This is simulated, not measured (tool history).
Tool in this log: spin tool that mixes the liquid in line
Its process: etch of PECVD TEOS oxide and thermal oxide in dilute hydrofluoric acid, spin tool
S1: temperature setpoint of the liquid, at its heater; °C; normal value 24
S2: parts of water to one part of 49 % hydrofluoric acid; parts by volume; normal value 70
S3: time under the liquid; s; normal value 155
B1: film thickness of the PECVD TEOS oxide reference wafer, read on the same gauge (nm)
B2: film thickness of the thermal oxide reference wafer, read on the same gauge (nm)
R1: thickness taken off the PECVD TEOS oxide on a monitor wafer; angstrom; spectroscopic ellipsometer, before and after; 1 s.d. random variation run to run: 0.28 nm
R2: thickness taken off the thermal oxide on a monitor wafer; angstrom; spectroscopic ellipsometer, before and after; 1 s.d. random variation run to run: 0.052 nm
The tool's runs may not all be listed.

run	hour	S1	S2	S3	B1	B2	R1	R2
1	0	24	70	155	121.19	60.64	407.9	100.8
2	24.2	24	70	155	121.32	60.63	398.7	100.7
3	55.1	24	70	155	121.49	60.73	404.6	102
4	113.6	28	70	155	121.79	60.88	475.1	118.6
5	238.9	28	70	155	122.51	61.25	476.5	121.2
6	293	28	70	155	122.86	61.44	485.5	120.6
7	336.3	22.5	70	155	123.17	61.63	382.8	96.3
8	406.1	22.5	70	155	123.71	61.84	381.1	97
9	447.4	24	70	155	124.03	62.02	409.9	104.5
10	499	24	70	155	124.41	62.21	413.3	104.2
11	528.8	24	55	155	124.66	62.34	544.7	135
12	577.2	24	70	235	125.1	62.56	631.8	158.9
13	628.2	24	70	155	125.58	62.79	417.7	105.3
14	686.3	20	50	230	126.12	63.08	750	190
15	745.8	24	40	155	126.71	63.36	767.2	193.7
16	815.9	24	85	200	119.66	59.83	416.9	103.7
17	844.7	27	40	210	119.65	59.84	1104	279.8
18	885.5	20.5	70	230	119.63	59.84	505.7	129.5
19	944	24	70	155	119.7	59.88	394.8	100.3
20	1065.9	24	70	155	119.88	59.93	396.7	99.5
21	1122.7	21	90	245	120	59.98	429.2	106.2
22	1170.2	20.5	40	120	120.14	60.06	483.2	121.2

Not shown here: 3 entries made in the log between runs. Locate each between two listed runs and compare the hidden state at the listed run before it with the hidden state at the listed run after it:
Logged between run 15 and run 16: gauge calibrated (hour 808.1)
  gauge reads high (%): 5.59 -> -0.297
  difference, measured minus the result without the unlogged condition, R1: +40.6 -> -1.2 angstrom; R2: +10.3 -> -0.3 angstrom
Logged between run 16 and run 17: thermometer replaced (hour 823.1)
  gauge reads high (%): -0.297 -> -0.293
  difference, measured minus the result without the unlogged condition, R1: -1.2 -> -3.3 angstrom; R2: -0.3 -> -0.8 angstrom
Logged between run 18 and run 19: hydrofluoric acid flow meter replaced (hour 933.5)
  gauge reads high (%): -0.279 -> -0.241
  difference, measured minus the result without the unlogged condition, R1: -1.4 -> -1 angstrom; R2: -0.3 -> -0.3 angstrom

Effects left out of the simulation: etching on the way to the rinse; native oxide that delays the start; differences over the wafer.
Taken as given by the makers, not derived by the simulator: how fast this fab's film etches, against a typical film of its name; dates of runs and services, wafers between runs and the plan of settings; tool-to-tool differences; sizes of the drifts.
